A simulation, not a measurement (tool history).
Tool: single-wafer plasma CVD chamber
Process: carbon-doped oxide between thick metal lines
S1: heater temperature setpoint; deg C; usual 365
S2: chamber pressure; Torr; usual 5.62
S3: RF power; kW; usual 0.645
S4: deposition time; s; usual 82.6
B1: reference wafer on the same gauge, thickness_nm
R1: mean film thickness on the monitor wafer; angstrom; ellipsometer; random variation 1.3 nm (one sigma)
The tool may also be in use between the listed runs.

run 1 hour=0 | S1=365 S2=5.62 S3=0.645 S4=82.6 | B1=533.915 | R1=4738.54
run 2 hour=7.4 | S1=365 S2=5.62 S3=0.645 S4=82.6 | B1=534.047 | R1=4744.55
run 3 hour=18.6 | S1=365 S2=5.62 S3=0.645 S4=82.6 | B1=534.104 | R1=4738.85
run 4 hour=30.8 | S1=365 S2=5.62 S3=0.645 S4=82.6 | B1=533.94 | R1=4719.02
-- hour=41.1 gauge calibrated
run 5 hour=41.2 | S1=365 S2=5.62 S3=0.645 S4=82.6 | B1=534.016 | R1=4729.04
run 6 hour=48.5 | S1=365 S2=5.62 S3=0.645 S4=82.6 | B1=534.007 | R1=4735.12
run 7 hour=54.9 | S1=365 S2=5.62 S3=0.645 S4=82.6 | B1=533.86 | R1=4738.44
-- hour=77 capacitance manometer re-zeroed and calibrated
-- hour=91.4 showerhead replaced, of another model than before
run 8 hour=91.9 | S1=365 S2=5.62 S3=0.645 S4=82.6 | B1=533.991 | R1=4623.15
run 9 hour=104.9 | S1=365 S2=5.62 S3=0.645 S4=82.6 | B1=534.155 | R1=4613.85
run 10 hour=111.8 | S1=365 S2=5.62 S3=0.645 S4=82.6 | B1=533.983 | R1=4626.42
run 11 hour=128.5 | S1=356 S2=5.62 S3=0.645 S4=73.3 | B1=533.982 | R1=4188.56
run 12 hour=142.2 | S1=377 S2=5.99 S3=0.68 S4=82.6 | B1=534.439 | R1=4783.1
run 13 hour=158.1 | S1=365 S2=5.62 S3=0.645 S4=82.6 | B1=534.148 | R1=4620.86
run 14 hour=175.1 | S1=373 S2=5.62 S3=0.7 S4=94.7 | B1=533.9 | R1=5612.27
-- hour=192 RF generator calibrated
run 15 hour=192.9 | S1=379 S2=4.95 S3=0.645 S4=82.6 | B1=533.62 | R1=4801.25
run 16 hour=205.4 | S1=365 S2=5.62 S3=0.525 S4=73 | B1=534.153 | R1=3572.18
run 17 hour=213.6 | S1=352 S2=6.17 S3=0.695 S4=97 | B1=534.368 | R1=6621.73
run 18 hour=231.3 | S1=365 S2=5.62 S3=0.56 S4=69 | B1=534.074 | R1=3633.32
-- hour=250.5 gauge calibrated
-- hour=254 thermocouple changed; heater temperature recalibrated
run 19 hour=254.5 | S1=365 S2=5.22 S3=0.645 S4=82.6 | B1=533.999 | R1=4964.2
run 20 hour=256.7 | S1=365 S2=5.62 S3=0.645 S4=82.6 | B1=533.95 | R1=5000.7
run 21 hour=267.8 | S1=365 S2=5.62 S3=0.645 S4=82.6 | B1=533.918 | R1=5020.2
run 22 hour=277.3 | S1=365 S2=5.62 S3=0.77 S4=82.6 | B1=533.646 | R1=5891.84
run 23 hour=292.8 | S1=380 S2=5.62 S3=0.645 S4=88.3 | B1=534.503 | R1=5182.16
run 24 hour=305.6 | S1=365 S2=4.32 S3=0.72 S4=82.6 | B1=534.249 | R1=5262.05
run 25 hour=314.7 | S1=365 S2=5.62 S3=0.555 S4=82.6 | B1=534.023 | R1=4266.88
run 26 hour=330.9 | S1=365 S2=6.99 S3=0.645 S4=91.9 | B1=534.153 | R1=5714.86
run 27 hour=339.4 | S1=356 S2=5.62 S3=0.645 S4=82.6 | B1=534.013 | R1=5113.34

What the log doesn't show, run by run:
wafer temperature above the value expected at the setpoint (K): 0 in every run
true pressure above the setpoint (%): 0 in every run
gauge reads high (%): 0 in every run
H1: delivered RF power above the setpoint (%)
run=1 H1=-9.22
run=2 H1=-9.22
run=3 H1=-9.23
run=4 H1=-9.24
run=5 H1=-9.25
run=6 H1=-9.25
run=7 H1=-9.26
run=8 H1=-9.28
run=9 H1=-9.29
run=10 H1=-9.29
run=11 H1=-9.3
run=12 H1=-9.31
run=13 H1=-9.32
run=14 H1=-9.33
run=15 H1=-0.719
run=16 H1=-0.882
run=17 H1=-0.988
run=18 H1=-1.21
run=19 H1=-1.49
run=20 H1=-1.52
run=21 H1=-1.65
run=22 H1=-1.76
run=23 H1=-1.94
run=24 H1=-2.08
run=25 H1=-2.18
run=26 H1=-2.36
run=27 H1=-2.45
